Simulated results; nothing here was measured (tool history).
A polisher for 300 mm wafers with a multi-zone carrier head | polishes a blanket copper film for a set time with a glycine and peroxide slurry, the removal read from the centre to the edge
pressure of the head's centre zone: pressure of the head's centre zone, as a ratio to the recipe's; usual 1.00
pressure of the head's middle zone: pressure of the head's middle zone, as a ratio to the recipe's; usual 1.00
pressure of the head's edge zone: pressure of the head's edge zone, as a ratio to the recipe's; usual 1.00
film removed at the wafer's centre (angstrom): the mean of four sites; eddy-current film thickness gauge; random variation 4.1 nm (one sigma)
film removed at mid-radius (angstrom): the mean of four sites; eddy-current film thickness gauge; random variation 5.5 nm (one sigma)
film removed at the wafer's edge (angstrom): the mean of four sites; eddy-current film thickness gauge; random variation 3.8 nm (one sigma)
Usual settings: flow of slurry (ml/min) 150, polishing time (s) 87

| run | hour | flow of slurry (ml/min) | pressure of the head's centre zone | pressure of the head's middle zone | pressure of the head's edge zone | polishing time (s) | wafers since the last listed run | wafers polished on this pad | hours since the slurry nozzle was cleaned | hours since the centre zone pressure was calibrated | hours since the edge zone pressure was calibrated | hours since the carrier head's membrane was replaced | incoming thickness of the incoming film, nm | film removed at the wafer's centre (angstrom) | film removed at mid-radius (angstrom) | film removed at the wafer's edge (angstrom) |
|---|---|---|---|---|---|---|---|---|---|---|---|---|---|---|---|---|
| 1 | 0.0 | 180 | 1.00 | 1.00 | 1.00 | 87 | 0 | 471 | 215.6 | 1115.8 | 1074.7 | 983.2 | 2114.1 | 4011 | 3855 | 4000 |
|  | 2.4 | worn pad replaced by a new one |
| 2 | 6.6 | 180 | 1.00 | 1.00 | 1.00 | 87 | 40 | 40 | 222.2 | 1122.4 | 1081.3 | 989.8 | 2144.1 | 4317 | 4138 | 4300 |
| 3 | 22.8 | 150 | 1.00 | 0.92 | 1.00 | 87 | 155 | 195 | 238.4 | 1138.6 | 1097.5 | 1006.0 | 2073.9 | 4001 | 3619 | 4035 |
| 4 | 36.5 | 150 | 1.00 | 0.92 | 1.00 | 87 | 131 | 327 | 252.1 | 1152.3 | 1111.2 | 1019.7 | 2072.4 | 3878 | 3688 | 3915 |
| 5 | 53.0 | 150 | 1.00 | 0.92 | 1.00 | 87 | 158 | 485 | 268.6 | 1168.8 | 1127.7 | 1036.2 | 2120.9 | 3670 | 3467 | 3816 |
|  | 63.4 | worn pad replaced by a new one |
|  | 89.2 | carrier head's membrane replaced by a new one |
|  | 93.8 | centre zone pressure recalibrated |
| 6 | 98.5 | 150 | 1.00 | 1.00 | 1.00 | 87 | 330 | 269 | 314.1 | 4.7 | 1173.2 | 9.3 | 2088.2 | 3749 | 3772 | 3905 |
| 7 | 105.7 | 150 | 1.00 | 0.93 | 1.00 | 87 | 69 | 338 | 321.3 | 11.9 | 1180.4 | 16.5 | 2091.7 | 3705 | 3384 | 3771 |
| 8 | 115.2 | 150 | 1.00 | 0.93 | 1.00 | 87 | 91 | 429 | 330.8 | 21.4 | 1189.9 | 26.0 | 2102.9 | 3632 | 3313 | 3776 |
|  | 117.9 | slurry nozzle cleaned |
|  | 122.9 | edge zone pressure recalibrated |
|  | 128.2 | worn pad replaced by a new one |
| 9 | 128.7 | 150 | 1.00 | 0.93 | 1.00 | 87 | 62 | 4 | 10.8 | 34.9 | 5.8 | 39.5 | 2077.2 | 4379 | 4050 | 4350 |
| 10 | 142.0 | 150 | 1.00 | 1.00 | 1.00 | 67 | 127 | 132 | 24.1 | 48.2 | 19.1 | 52.8 | 2081.5 | 3298 | 3152 | 3308 |
| 11 | 159.1 | 150 | 1.00 | 1.00 | 1.00 | 87 | 163 | 295 | 41.2 | 65.3 | 36.2 | 69.9 | 2089.2 | 4167 | 4123 | 4145 |
| 12 | 170.8 | 165 | 1.05 | 1.00 | 1.00 | 64 | 112 | 408 | 52.9 | 77.0 | 47.9 | 81.6 | 2081.3 | 3134 | 3050 | 3004 |
| 13 | 184.5 | 150 | 1.08 | 1.00 | 1.00 | 87 | 131 | 539 | 66.6 | 90.7 | 61.6 | 95.3 | 2082.7 | 4212 | 3848 | 3941 |
|  | 193.8 | worn pad replaced by a new one |
| 14 | 194.3 | 150 | 1.00 | 0.92 | 1.00 | 87 | 55 | 4 | 76.4 | 100.5 | 71.4 | 105.1 | 2106.1 | 4303 | 3928 | 4303 |
| 15 | 205.6 | 130 | 1.00 | 1.00 | 1.00 | 70 | 108 | 112 | 87.7 | 111.8 | 82.7 | 116.4 | 2100.3 | 3256 | 3202 | 3343 |
| 16 | 219.8 | 150 | 0.97 | 1.10 | 1.00 | 116 | 136 | 249 | 101.9 | 126.0 | 96.9 | 130.6 | 2089.9 | 5220 | 5788 | 5439 |
| 17 | 237.7 | 150 | 1.00 | 0.96 | 1.00 | 87 | 171 | 420 | 119.8 | 143.9 | 114.8 | 148.5 | 2066.9 | 3973 | 3702 | 3985 |
| 18 | 254.5 | 150 | 0.94 | 1.11 | 1.00 | 87 | 161 | 581 | 136.6 | 160.7 | 131.6 | 165.3 | 2091.5 | 3539 | 4094 | 3819 |

Some steps in film removed at the wafer's centre (angstrom) between neighbouring runs. How much of each would the tool show without its hidden state too (settings, what came in, random variation), and how much is left for the hidden state, with any gauge scatter that isn't in both results?
The hidden state here: removal rate lost through wear of the pad, %; slurry flow missing at the pad, %; deviation of the centre zone's pressure from its setpoint, %; deviation of the edge zone's pressure from its setpoint, %.
Run 8 -> 9: slurry nozzle cleaned, edge zone pressure recalibrated, worn pad replaced by a new one. film removed at the wafer's centre (angstrom) +747: hidden state +791, all else -44.
Run 15 -> 16: flow of slurry (ml/min) 130 -> 150, pressure of the head's centre zone 1.00 -> 0.97, pressure of the head's middle zone 1.00 -> 1.10, polishing time (s) 70 -> 116. film removed at the wafer's centre (angstrom) +1964: hidden state -250, all else +2214.

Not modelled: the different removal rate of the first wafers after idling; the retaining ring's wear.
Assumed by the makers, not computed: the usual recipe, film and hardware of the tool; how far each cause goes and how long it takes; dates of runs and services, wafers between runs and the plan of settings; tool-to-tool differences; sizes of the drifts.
